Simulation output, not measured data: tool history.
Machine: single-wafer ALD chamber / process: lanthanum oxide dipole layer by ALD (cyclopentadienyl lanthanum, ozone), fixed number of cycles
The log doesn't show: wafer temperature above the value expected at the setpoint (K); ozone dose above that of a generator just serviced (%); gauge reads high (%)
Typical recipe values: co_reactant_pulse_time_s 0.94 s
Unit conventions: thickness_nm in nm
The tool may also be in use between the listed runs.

| run | day | co_reactant_pulse_time_s | wafers since the last listed run | hours since the last thermocouple change | hours since the last ozone generator service | hours since the showerhead was replaced | hours since the gauge calibration | read-back reference wafer on the same gauge, thickness_nm | thickness_nm |
|---|---|---|---|---|---|---|---|---|---|
| 1 | 0 | 0.94 | 0 | 719.8 | 1150.7 | 2461.7 | 741.8 | 0.532 | 0.566 |
| 2 | 2.121 | 0.94 | 1071 | 770.7 | 1201.6 | 2512.6 | 792.7 | 0.534 | 0.567 |
| 3 | 4.754 | 0.94 | 1330 | 833.9 | 1264.8 | 2575.8 | 855.9 | 0.534 | 0.564 |
| 4 | 6.629 | 0.77 | 947 | 878.9 | 1309.8 | 2620.8 | 900.9 | 0.535 | 0.509 |
| 5 | 7.833 | 0.77 | 608 | 907.8 | 1338.7 | 2649.7 | 929.8 | 0.536 | 0.51 |
| 6 | 10.3 | 0.94 | 1245 | 967 | 1397.9 | 2708.9 | 989 | 0.537 | 0.566 |
| 7 | 12.4 | 1.02 | 1060 | 1017.4 | 1448.3 | 2759.3 | 1039.4 | 0.538 | 0.593 |
| 8 | 14.383 | 1.02 | 1001 | 1065 | 1495.9 | 2806.9 | 1087 | 0.539 | 0.59 |
|  | 15.312 | showerhead replaced |
| 9 | 16.196 | 1.02 | 747 | 1108.5 | 1539.4 | 21.2 | 1130.5 | 0.54 | 0.597 |
| 10 | 19.667 | 1.1 | 1753 | 1191.8 | 1622.7 | 104.5 | 1213.8 | 0.542 | 0.612 |
|  | 20.967 | ozone generator serviced |
|  | 21.167 | gauge calibrated |
| 11 | 22.396 | 0.59 | 1210 | 1257.3 | 34.3 | 170 | 29.5 | 0.526 | 0.408 |
| 12 | 24.383 | 0.73 | 1003 | 1305 | 82 | 217.7 | 77.2 | 0.526 | 0.487 |
| 13 | 27.154 | 0.84 | 1399 | 1371.5 | 148.5 | 284.2 | 143.7 | 0.527 | 0.533 |
| 14 | 29.612 | 1.09 | 1241 | 1430.5 | 207.5 | 343.2 | 202.7 | 0.526 | 0.595 |
| 15 | 32.092 | 1.26 | 1252 | 1490 | 267 | 402.7 | 262.2 | 0.527 | 0.613 |
|  | 33.983 | thermocouple changed; heater temperature recalibrated |
| 16 | 34.004 | 1.11 | 797 | 0.5 | 312.9 | 448.6 | 308.1 | 0.527 | 0.596 |
| 17 | 35.283 | 0.94 | 646 | 31.2 | 343.6 | 479.3 | 338.8 | 0.528 | 0.558 |
| 18 | 37.367 | 1.28 | 1052 | 81.2 | 393.6 | 529.3 | 388.8 | 0.528 | 0.619 |
| 19 | 44.492 | 1.16 | 3598 | 252.2 | 564.6 | 700.3 | 559.8 | 0.53 | 0.608 |
| 20 | 46.688 | 1.02 | 1109 | 304.9 | 617.3 | 753 | 612.5 | 0.53 | 0.583 |
| 21 | 48.921 | 1.26 | 1128 | 358.5 | 670.9 | 806.6 | 666.1 | 0.531 | 0.62 |

The logged runs with the hidden state left out (each run's random variation unchanged):
| run | thickness_nm |
|---|---|
| 1 | 0.56 |
| 2 | 0.56 |
| 3 | 0.557 |
| 4 | 0.501 |
| 5 | 0.501 |
| 6 | 0.555 |
| 7 | 0.58 |
| 8 | 0.577 |
| 9 | 0.583 |
| 10 | 0.594 |
| 11 | 0.408 |
| 12 | 0.488 |
| 13 | 0.534 |
| 14 | 0.595 |
| 15 | 0.613 |
| 16 | 0.596 |
| 17 | 0.558 |
| 18 | 0.618 |
| 19 | 0.605 |
| 20 | 0.58 |
| 21 | 0.615 |
